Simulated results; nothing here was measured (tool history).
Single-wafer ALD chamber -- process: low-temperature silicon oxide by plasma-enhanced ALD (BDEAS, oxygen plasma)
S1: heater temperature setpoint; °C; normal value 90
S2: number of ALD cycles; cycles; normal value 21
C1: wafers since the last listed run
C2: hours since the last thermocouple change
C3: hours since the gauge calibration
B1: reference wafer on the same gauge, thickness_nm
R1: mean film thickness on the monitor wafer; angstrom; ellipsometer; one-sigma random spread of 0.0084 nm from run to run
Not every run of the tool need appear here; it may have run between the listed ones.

run 1 hour=0.0 | S1=99 S2=24 | C1=0 C2=2791.5 C3=472.0 | B1=2.885 | R1=37.62
run 2 hour=33.4 | S1=99 S2=24 | C1=265 C2=2824.9 C3=505.4 | B1=2.885 | R1=37.82
run 3 hour=58.9 | S1=99 S2=24 | C1=202 C2=2850.4 C3=530.9 | B1=2.886 | R1=37.64
run 4 hour=76.7 | S1=82 S2=22 | C1=141 C2=2868.2 C3=548.7 | B1=2.886 | R1=36.52
run 5 hour=112.7 | S1=82 S2=22 | C1=285 C2=2904.2 C3=584.7 | B1=2.889 | R1=36.46
run 6 hour=140.5 | S1=90 S2=21 | C1=220 C2=2932.0 C3=612.5 | B1=2.892 | R1=34.14
run 7 hour=160.1 | S1=90 S2=21 | C1=155 C2=2951.6 C3=632.1 | B1=2.896 | R1=34.10
run 8 hour=209.1 | S1=90 S2=21 | C1=389 C2=3000.6 C3=681.1 | B1=2.896 | R1=34.06
run 9 hour=243.6 | S1=90 S2=21 | C1=273 C2=3035.1 C3=715.6 | B1=2.899 | R1=34.17
-- hour=252.9 thermocouple changed; heater temperature recalibrated
run 10 hour=267.3 | S1=90 S2=21 | C1=124 C2=14.4 C3=739.3 | B1=2.899 | R1=34.23
run 11 hour=284.5 | S1=86 S2=23 | C1=136 C2=31.6 C3=756.5 | B1=2.902 | R1=37.76
run 12 hour=298.4 | S1=86 S2=23 | C1=110 C2=45.5 C3=770.4 | B1=2.901 | R1=37.86
-- hour=318.5 gauge calibrated
run 13 hour=326.7 | S1=90 S2=21 | C1=224 C2=73.8 C3=8.2 | B1=2.851 | R1=33.51
run 14 hour=347.0 | S1=90 S2=21 | C1=161 C2=94.1 C3=28.5 | B1=2.850 | R1=33.48
run 15 hour=361.8 | S1=90 S2=21 | C1=117 C2=108.9 C3=43.3 | B1=2.852 | R1=33.37
run 16 hour=378.2 | S1=82 S2=22 | C1=130 C2=125.3 C3=59.7 | B1=2.853 | R1=36.06
run 17 hour=404.9 | S1=103 S2=19 | C1=211 C2=152.0 C3=86.4 | B1=2.854 | R1=29.13
run 18 hour=421.6 | S1=100 S2=17 | C1=132 C2=168.7 C3=103.1 | B1=2.857 | R1=26.38

Expected results for the next run?
run 19 hour=445.5 | S1=96 S2=18 | C1=189 C2=192.6 C3=127.0 | B1=? | R1=?

{"run 19": {"B1": 2.856, "R1": 28.3}}
On a tool with no hidden condition, and with the same random variation, this run would have come out at R1 28.23 angstrom.
